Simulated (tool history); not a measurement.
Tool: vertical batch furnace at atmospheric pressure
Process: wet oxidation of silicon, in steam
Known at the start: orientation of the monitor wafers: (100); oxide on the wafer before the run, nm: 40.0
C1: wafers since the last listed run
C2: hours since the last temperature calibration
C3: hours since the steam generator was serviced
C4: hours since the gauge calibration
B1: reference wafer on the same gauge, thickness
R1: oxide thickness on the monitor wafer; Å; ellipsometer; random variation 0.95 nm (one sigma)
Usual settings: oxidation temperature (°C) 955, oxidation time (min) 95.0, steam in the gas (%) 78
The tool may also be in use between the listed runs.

run 1 hour=0.0 | oxidation_temperature_(°C)=955 oxidation_time_(min)=61.5 steam_in_the_gas_(%)=81 | C1=0 C2=2035.2 C3=693.3 C4=740.3 | B1=326.97 | R1=2684.1
run 2 hour=100.1 | oxidation_temperature_(°C)=955 oxidation_time_(min)=95.0 steam_in_the_gas_(%)=78 | C1=1070 C2=2135.3 C3=793.4 C4=840.4 | B1=327.20 | R1=3529.3
run 3 hour=166.0 | oxidation_temperature_(°C)=955 oxidation_time_(min)=95.0 steam_in_the_gas_(%)=78 | C1=705 C2=2201.2 C3=859.3 C4=906.3 | B1=327.03 | R1=3533.5
run 4 hour=222.2 | oxidation_temperature_(°C)=955 oxidation_time_(min)=95.0 steam_in_the_gas_(%)=78 | C1=601 C2=2257.4 C3=915.5 C4=962.5 | B1=326.89 | R1=3510.6
run 5 hour=291.8 | oxidation_temperature_(°C)=955 oxidation_time_(min)=95.0 steam_in_the_gas_(%)=78 | C1=744 C2=2327.0 C3=985.1 C4=1032.1 | B1=327.28 | R1=3492.7
-- hour=500.2 thermocouples replaced and temperature profile calibrated
run 6 hour=542.5 | oxidation_temperature_(°C)=940 oxidation_time_(min)=95.0 steam_in_the_gas_(%)=78 | C1=2425 C2=42.3 C3=1235.8 C4=1282.8 | B1=326.87 | R1=3087.7
run 7 hour=607.4 | oxidation_temperature_(°C)=940 oxidation_time_(min)=95.0 steam_in_the_gas_(%)=78 | C1=694 C2=107.2 C3=1300.7 C4=1347.7 | B1=326.90 | R1=3090.5
-- hour=639.9 steam generator serviced
run 8 hour=714.9 | oxidation_temperature_(°C)=955 oxidation_time_(min)=95.0 steam_in_the_gas_(%)=83 | C1=893 C2=214.7 C3=75.0 C4=1455.2 | B1=327.52 | R1=3765.7
-- hour=724.2 gauge calibrated
run 9 hour=753.9 | oxidation_temperature_(°C)=955 oxidation_time_(min)=95.0 steam_in_the_gas_(%)=78 | C1=417 C2=253.7 C3=114.0 C4=29.7 | B1=327.27 | R1=3576.4
run 10 hour=853.4 | oxidation_temperature_(°C)=944 oxidation_time_(min)=131.0 steam_in_the_gas_(%)=85 | C1=1064 C2=353.2 C3=213.5 C4=129.2 | B1=327.10 | R1=4339.7
run 11 hour=938.6 | oxidation_temperature_(°C)=972 oxidation_time_(min)=124.0 steam_in_the_gas_(%)=85 | C1=911 C2=438.4 C3=298.7 C4=214.4 | B1=326.78 | R1=5157.3
run 12 hour=1010.3 | oxidation_temperature_(°C)=955 oxidation_time_(min)=95.0 steam_in_the_gas_(%)=78 | C1=767 C2=510.1 C3=370.4 C4=286.1 | B1=327.27 | R1=3563.5
run 13 hour=1186.2 | oxidation_temperature_(°C)=955 oxidation_time_(min)=61.5 steam_in_the_gas_(%)=81 | C1=1881 C2=686.0 C3=546.3 C4=462.0 | B1=326.84 | R1=2692.8
run 14 hour=1267.6 | oxidation_temperature_(°C)=945 oxidation_time_(min)=95.0 steam_in_the_gas_(%)=83 | C1=870 C2=767.4 C3=627.7 C4=543.4 | B1=327.20 | R1=3414.2
run 15 hour=1331.2 | oxidation_temperature_(°C)=938 oxidation_time_(min)=95.0 steam_in_the_gas_(%)=68 | C1=680 C2=831.0 C3=691.3 C4=607.0 | B1=327.05 | R1=2792.8

Forecast each of these 3 alternatives for the next run:
run A hour=1336.7 | oxidation_temperature_(°C)=962 oxidation_time_(min)=95.0 steam_in_the_gas_(%)=78 | C1=58 C2=836.5 C3=696.8 C4=612.5 | B1=? | R1=?
run B hour=1336.7 | oxidation_temperature_(°C)=955 oxidation_time_(min)=59.5 steam_in_the_gas_(%)=78 | C1=58 C2=836.5 C3=696.8 C4=612.5 | B1=? | R1=?
run C hour=1336.7 | oxidation_temperature_(°C)=955 oxidation_time_(min)=95.0 steam_in_the_gas_(%)=84 | C1=58 C2=836.5 C3=696.8 C4=612.5 | B1=? | R1=?

run=A B1=326.79 R1=3740.6
run=B B1=326.79 R1=2556.7
run=C B1=326.79 R1=3723.7
Without the tool's hidden state the same runs would have given:
run=A R1=3808.7
run=B R1=2604.2
run=C R1=3792.2

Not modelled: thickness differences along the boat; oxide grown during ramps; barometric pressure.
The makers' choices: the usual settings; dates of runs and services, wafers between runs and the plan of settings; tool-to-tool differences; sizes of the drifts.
